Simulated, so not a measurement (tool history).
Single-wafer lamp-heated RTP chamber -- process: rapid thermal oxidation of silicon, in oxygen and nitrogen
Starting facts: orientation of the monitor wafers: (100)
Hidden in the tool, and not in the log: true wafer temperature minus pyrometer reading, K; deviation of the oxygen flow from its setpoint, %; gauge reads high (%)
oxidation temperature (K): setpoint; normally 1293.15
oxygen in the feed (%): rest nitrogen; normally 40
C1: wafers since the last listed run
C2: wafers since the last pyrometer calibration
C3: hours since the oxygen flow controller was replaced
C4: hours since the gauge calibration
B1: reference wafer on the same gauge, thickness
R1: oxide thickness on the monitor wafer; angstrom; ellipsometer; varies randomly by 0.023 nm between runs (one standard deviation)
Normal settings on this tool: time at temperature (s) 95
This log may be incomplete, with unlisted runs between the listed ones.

run 1 hour=0 | oxidation_temperature_(K)=1293.15 time_at_temperature_(s)=95 oxygen_in_the_feed_(%)=40 | C1=0 C2=3573 C3=4522.1 C4=314.7 | B1=5.7 | R1=63.15
run 2 hour=15.5 | oxidation_temperature_(K)=1293.15 time_at_temperature_(s)=95 oxygen_in_the_feed_(%)=40 | C1=177 C2=3750 C3=4537.6 C4=330.2 | B1=5.697 | R1=63.33
run 3 hour=39.2 | oxidation_temperature_(K)=1293.15 time_at_temperature_(s)=95 oxygen_in_the_feed_(%)=40 | C1=270 C2=4021 C3=4561.3 C4=353.9 | B1=5.699 | R1=63.29
run 4 hour=69 | oxidation_temperature_(K)=1293.15 time_at_temperature_(s)=95 oxygen_in_the_feed_(%)=40 | C1=340 C2=4361 C3=4591.1 C4=383.7 | B1=5.707 | R1=63.54
run 5 hour=86.6 | oxidation_temperature_(K)=1293.15 time_at_temperature_(s)=95 oxygen_in_the_feed_(%)=40 | C1=201 C2=4563 C3=4608.7 C4=401.3 | B1=5.698 | R1=63.76
run 6 hour=103.7 | oxidation_temperature_(K)=1293.15 time_at_temperature_(s)=95 oxygen_in_the_feed_(%)=40 | C1=195 C2=4758 C3=4625.8 C4=418.4 | B1=5.698 | R1=63.28
run 7 hour=128 | oxidation_temperature_(K)=1293.15 time_at_temperature_(s)=95 oxygen_in_the_feed_(%)=40 | C1=277 C2=5036 C3=4650.1 C4=442.7 | B1=5.698 | R1=63.66
run 8 hour=154.6 | oxidation_temperature_(K)=1293.15 time_at_temperature_(s)=95 oxygen_in_the_feed_(%)=40 | C1=304 C2=5340 C3=4676.7 C4=469.3 | B1=5.7 | R1=63.86
run 9 hour=184.9 | oxidation_temperature_(K)=1293.15 time_at_temperature_(s)=95 oxygen_in_the_feed_(%)=40 | C1=346 C2=5686 C3=4707 C4=499.6 | B1=5.691 | R1=63.87
run 10 hour=202.1 | oxidation_temperature_(K)=1293.15 time_at_temperature_(s)=95 oxygen_in_the_feed_(%)=40 | C1=196 C2=5883 C3=4724.2 C4=516.8 | B1=5.694 | R1=64.04
run 11 hour=224.7 | oxidation_temperature_(K)=1311.15 time_at_temperature_(s)=95 oxygen_in_the_feed_(%)=46 | C1=258 C2=6141 C3=4746.8 C4=539.4 | B1=5.692 | R1=76.44
run 12 hour=260.7 | oxidation_temperature_(K)=1293.15 time_at_temperature_(s)=95 oxygen_in_the_feed_(%)=40 | C1=411 C2=6552 C3=4782.8 C4=575.4 | B1=5.693 | R1=64.35
-- hour=268.9 pyrometer window cleaned and pyrometer calibrated
run 13 hour=274.1 | oxidation_temperature_(K)=1269.15 time_at_temperature_(s)=95 oxygen_in_the_feed_(%)=55 | C1=61 C2=59 C3=4796.2 C4=588.8 | B1=5.694 | R1=58.86
run 14 hour=298.3 | oxidation_temperature_(K)=1271.15 time_at_temperature_(s)=95 oxygen_in_the_feed_(%)=40 | C1=276 C2=335 C3=4820.4 C4=613 | B1=5.704 | R1=53.66
run 15 hour=317 | oxidation_temperature_(K)=1321.15 time_at_temperature_(s)=63 oxygen_in_the_feed_(%)=40 | C1=213 C2=549 C3=4839.1 C4=631.7 | B1=5.689 | R1=63.56
run 16 hour=340.3 | oxidation_temperature_(K)=1319.15 time_at_temperature_(s)=129 oxygen_in_the_feed_(%)=68 | C1=266 C2=816 C3=4862.4 C4=655 | B1=5.702 | R1=104.65
run 17 hour=357.1 | oxidation_temperature_(K)=1316.15 time_at_temperature_(s)=79 oxygen_in_the_feed_(%)=48 | C1=192 C2=1008 C3=4879.2 C4=671.8 | B1=5.694 | R1=72.44
-- hour=377.1 oxygen flow controller replaced
run 18 hour=377.6 | oxidation_temperature_(K)=1293.15 time_at_temperature_(s)=95 oxygen_in_the_feed_(%)=40 | C1=142 C2=1150 C3=0.5 C4=692.3 | B1=5.703 | R1=62.83
run 19 hour=386.1 | oxidation_temperature_(K)=1318.15 time_at_temperature_(s)=71 oxygen_in_the_feed_(%)=30 | C1=97 C2=1248 C3=9 C4=700.8 | B1=5.698 | R1=59.49
run 20 hour=420.6 | oxidation_temperature_(K)=1321.15 time_at_temperature_(s)=73 oxygen_in_the_feed_(%)=51 | C1=394 C2=1642 C3=43.5 C4=735.3 | B1=5.7 | R1=73.84
run 21 hour=438.3 | oxidation_temperature_(K)=1293.15 time_at_temperature_(s)=129 oxygen_in_the_feed_(%)=63 | C1=202 C2=1844 C3=61.2 C4=753 | B1=5.699 | R1=85.08
run 22 hour=461.6 | oxidation_temperature_(K)=1284.15 time_at_temperature_(s)=65 oxygen_in_the_feed_(%)=61 | C1=266 C2=2110 C3=84.5 C4=776.3 | B1=5.702 | R1=57.54
-- hour=464.2 gauge calibrated
run 23 hour=474.4 | oxidation_temperature_(K)=1273.15 time_at_temperature_(s)=95 oxygen_in_the_feed_(%)=66 | C1=146 C2=2257 C3=97.3 C4=10.2 | B1=5.702 | R1=64.54
run 24 hour=575.3 | oxidation_temperature_(K)=1293.15 time_at_temperature_(s)=95 oxygen_in_the_feed_(%)=40 | C1=1153 C2=3410 C3=198.2 C4=111.1 | B1=5.696 | R1=63.39
run 25 hour=607.1 | oxidation_temperature_(K)=1293.15 time_at_temperature_(s)=95 oxygen_in_the_feed_(%)=40 | C1=363 C2=3773 C3=230 C4=142.9 | B1=5.701 | R1=62.88

Below, each run's measurement less what the same run would have read without the hidden state. Both values contain the same run-to-run variation, but the gauge's scatter may not be the same in both:
run=1 R1=+0.65
run=2 R1=+0.69
run=3 R1=+0.77
run=4 R1=+0.88
run=5 R1=+0.94
run=6 R1=+1
run=7 R1=+1.1
run=8 R1=+1.22
run=9 R1=+1.36
run=10 R1=+1.45
run=11 R1=+1.83
run=12 R1=+1.75
run=13 R1=+0.07
run=14 R1=+0.07
run=15 R1=+0.08
run=16 R1=+0.16
run=17 R1=+0.12
run=18 R1=+0.12
run=19 R1=+0.12
run=20 R1=+0.2
run=21 R1=+0.29
run=22 R1=+0.23
run=23 R1=+0.29
run=24 R1=+0.52
run=25 R1=+0.61
